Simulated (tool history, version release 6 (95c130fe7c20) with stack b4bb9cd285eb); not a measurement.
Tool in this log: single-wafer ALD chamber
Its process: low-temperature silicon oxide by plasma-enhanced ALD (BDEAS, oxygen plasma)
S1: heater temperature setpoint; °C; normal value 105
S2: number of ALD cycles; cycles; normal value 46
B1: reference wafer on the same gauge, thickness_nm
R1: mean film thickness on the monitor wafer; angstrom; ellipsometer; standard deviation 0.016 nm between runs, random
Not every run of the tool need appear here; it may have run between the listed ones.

run    hour   S1  S2     B1     R1
  1       0  105  46  6.838  64.68
  2    68.3  101  40  6.849  57.05
  3    97.1  101  40   6.84  56.69
  4   168.7  101  40  6.831  57.13
  5   216.8  105  43   6.84  60.56
  6   282.2  105  43  6.838  60.53
  7   309.9  105  43  6.843  60.06
  8   353.6  105  46  6.838  64.48
  9   391.3  105  46  6.837   64.7
 10   419.1   94  46  6.846  67.29
 11   470.2   94  46  6.843   66.8
 12   517.6   94  46  6.833  67.31
 13   575.7  105  46  6.833  64.97
 14   622.1  111  46  6.836   64.2
 15     813  111  46  6.843  63.88
        821  -- gauge calibrated
 16   862.7  111  46  6.845  63.91
 17   934.2   96  53  6.843  76.69
 18   981.6  105  46   6.83   64.9
 19  1032.7  105  46  6.831  64.95
 20  1104.6  105  46   6.84   64.9
 21  1151.2  105  46  6.847  65.13
     1159.5  -- thermocouple changed; heater temperature recalibrated
 22  1219.9  105  48  6.837  66.96
 23  1291.6  105  46  6.839  64.44
 24  1316.5   92  52   6.84  75.57
 25  1342.1  100  53  6.843  74.93
 26  1391.6  117  40  6.839  54.77
 27  1459.2  101  40  6.843  56.54
 28  1491.2  116  51  6.844  70.15
 29  1538.2   99  43  6.829  61.32
 30  1752.9  111  51  6.834  70.43
 31  1820.2  105  46  6.835  64.23
 32  1852.9  105  46  6.845  64.69
 33  1921.9  111  46   6.84  63.94
 34  1956.8  118  50  6.841  68.59
 35  1984.1   94  42  6.838  61.23
 36  2030.2  113  50  6.834   69.4
 37  2082.8   90  52  6.837  77.06
 38  2147.7  109  42  6.838  58.63
 39  2194.1   93  51  6.839  74.53
 40  2253.1   92  43  6.836   63.3
 41    2282   94  40  6.834  58.27
 42  2412.6   97  49  6.842  70.98
 43  2449.2  101  46   6.84  65.71
 44  2484.1   91  46   6.84  68.06
 45  2541.6  100  43  6.835  61.68
 46  2598.1  114  46  6.836  63.87

What if the next run were any one of these 5? Each begins from the tool's condition after run 46:
  A  2598.6  105  46   ?   ?
  B  2598.6  105  53   ?   ?
  C  2598.6  113  52   ?   ?
  D  2598.6   99  39   ?   ?
  E  2598.6  101  55   ?   ?

run     B1     R1
  A  6.845  64.69
  B  6.845  74.53
  C  6.845  71.97
  D  6.845  55.95
  E  6.845  78.38
Without the tool's hidden state the same runs would have given:
run     R1
  A   63.8
  B  73.51
  C  71.14
  D   54.7
  E   76.8
